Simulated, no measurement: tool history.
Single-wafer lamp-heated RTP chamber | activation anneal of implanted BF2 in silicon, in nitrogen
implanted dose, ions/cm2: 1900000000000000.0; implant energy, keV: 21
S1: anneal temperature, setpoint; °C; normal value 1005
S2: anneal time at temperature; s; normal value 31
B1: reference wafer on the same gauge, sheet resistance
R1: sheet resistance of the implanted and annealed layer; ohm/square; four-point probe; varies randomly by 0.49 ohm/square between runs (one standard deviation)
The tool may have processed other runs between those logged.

run 1 hour=0.0 | S1=993 S2=45 | B1=153.98 | R1=135.82
run 2 hour=34.0 | S1=991 S2=44 | B1=154.12 | R1=139.11
run 3 hour=95.0 | S1=991 S2=44 | B1=153.94 | R1=138.85
-- hour=112.8 pyrometer window cleaned and pyrometer calibrated
run 4 hour=152.2 | S1=998 S2=31 | B1=154.04 | R1=139.54
run 5 hour=184.8 | S1=1005 S2=22 | B1=154.06 | R1=139.90
run 6 hour=256.6 | S1=1005 S2=22 | B1=154.12 | R1=139.66
run 7 hour=282.6 | S1=1005 S2=31 | B1=153.80 | R1=131.14
run 8 hour=346.4 | S1=1005 S2=31 | B1=154.09 | R1=130.70
run 9 hour=407.6 | S1=1005 S2=31 | B1=154.10 | R1=129.95
-- hour=474.1 reflector plate cleaned
run 10 hour=476.7 | S1=1005 S2=31 | B1=154.14 | R1=138.21
run 11 hour=546.9 | S1=1026 S2=31 | B1=154.02 | R1=115.93
run 12 hour=578.7 | S1=1020 S2=20 | B1=153.89 | R1=132.61
-- hour=592.8 gauge calibrated
-- hour=596.7 pyrometer window cleaned and pyrometer calibrated
run 13 hour=634.0 | S1=997 S2=31 | B1=153.92 | R1=147.49
run 14 hour=679.4 | S1=1005 S2=25 | B1=154.10 | R1=143.35
run 15 hour=726.2 | S1=1005 S2=31 | B1=154.06 | R1=135.81
run 16 hour=774.8 | S1=1022 S2=45 | B1=154.00 | R1=108.36
run 17 hour=810.8 | S1=1018 S2=26 | B1=153.87 | R1=126.77
run 18 hour=837.7 | S1=1031 S2=14 | B1=154.16 | R1=129.17
run 19 hour=873.1 | S1=988 S2=43 | B1=154.02 | R1=149.15
run 20 hour=914.2 | S1=1005 S2=31 | B1=154.08 | R1=136.09

Results per run with the tool's hidden condition removed, run-to-run variation unchanged:
The hidden state here: true wafer temperature minus pyrometer reading, K; wafer temperature error from the tarnished reflector plate, K; gauge reads high (%).
run=1 R1=143.49
run=2 R1=147.28
run=3 R1=147.49
run=4 R1=148.19
run=5 R1=148.23
run=6 R1=148.49
run=7 R1=140.00
run=8 R1=139.98
run=9 R1=139.60
run=10 R1=139.20
run=11 R1=117.06
run=12 R1=134.07
run=13 R1=149.77
run=14 R1=145.79
run=15 R1=138.52
run=16 R1=110.68
run=17 R1=129.62
run=18 R1=131.95
run=19 R1=153.61
run=20 R1=140.14
